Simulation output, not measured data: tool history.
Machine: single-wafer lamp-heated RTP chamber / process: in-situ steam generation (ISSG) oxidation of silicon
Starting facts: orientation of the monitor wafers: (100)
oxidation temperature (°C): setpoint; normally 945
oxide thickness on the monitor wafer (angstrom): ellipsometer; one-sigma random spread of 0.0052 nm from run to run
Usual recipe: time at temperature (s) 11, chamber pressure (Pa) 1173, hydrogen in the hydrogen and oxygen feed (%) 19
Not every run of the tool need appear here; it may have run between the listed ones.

run   hour  oxidation temperature (°C)  time at temperature (s)  chamber pressure (Pa)  hydrogen in the hydrogen and oxygen feed (%)  wafers since the last listed run  wafers since the last pyrometer calibration  hours since the pressure gauge was zeroed  hours since the hydrogen flow controller was replaced  hours since the gauge calibration  read-back reference wafer on the same gauge, thickness  oxide thickness on the monitor wafer (angstrom)
  1    0.0                         958                       11                   1253                                            19                                 0                                         5206                                     1484.9                                                 3742.7                               42.2                                                   4.040                                            36.53
  2   13.1                         958                       11                   1253                                            19                               167                                         5373                                     1498.0                                                 3755.8                               55.3                                                   4.041                                            36.57
  3   20.2                         958                       11                   1253                                            19                                90                                         5464                                     1505.1                                                 3762.9                               62.4                                                   4.039                                            36.64
  4   28.2                         945                       11                   1173                                            19                               102                                         5566                                     1513.1                                                 3770.9                               70.4                                                   4.038                                            35.63
  5   42.5                         945                       11                   1173                                            19                               182                                         5749                                     1527.4                                                 3785.2                               84.7                                                   4.039                                            35.80
  6   54.1                         945                       11                   1173                                            19                               148                                         5897                                     1539.0                                                 3796.8                               96.3                                                   4.039                                            35.80
      66.9  -- pressure gauge zeroed
  7   70.6                         945                       11                   1173                                            19                               108                                         6006                                        3.7                                                 3813.3                              112.8                                                   4.040                                            35.80
  8   83.3                         945                       11                   1173                                            19                               162                                         6168                                       16.4                                                 3826.0                              125.5                                                   4.041                                            35.73
     100.4  -- pyrometer window cleaned and pyrometer calibrated
  9  105.2                         956                       12                   1173                                            19                               177                                           61                                       38.3                                                 3847.9                              147.4                                                   4.038                                            37.20
     124.3  -- hydrogen flow controller replaced
 10  124.8                         945                       11                   1173                                            19                               148                                          209                                       57.9                                                    0.5                              167.0                                                   4.041                                            35.11
 11  129.2                         945                       11                   1173                                            11                                56                                          266                                       62.3                                                    4.9                              171.4                                                   4.038                                            31.01
 12  138.4                         945                        7                   1173                                            19                               117                                          383                                       71.5                                                   14.1                              180.6                                                   4.040                                            29.90
     142.8  -- gauge calibrated
 13  145.0                         945                       11                   1293                                            19                                84                                          468                                       78.1                                                   20.7                                2.2                                                   4.042                                            34.75

Forecast run 14:
 14  154.4                         945                       14                   1173                                            19                               120                                          588                                       87.5                                                   30.1                               11.6                                                       ?                                                ?

read-back reference wafer on the same gauge, thickness: 4.040
oxide thickness on the monitor wafer (angstrom): 38.62
If the tool had no hidden condition, the same run with the same run-to-run variation would have returned oxide thickness on the monitor wafer (angstrom) 38.22.
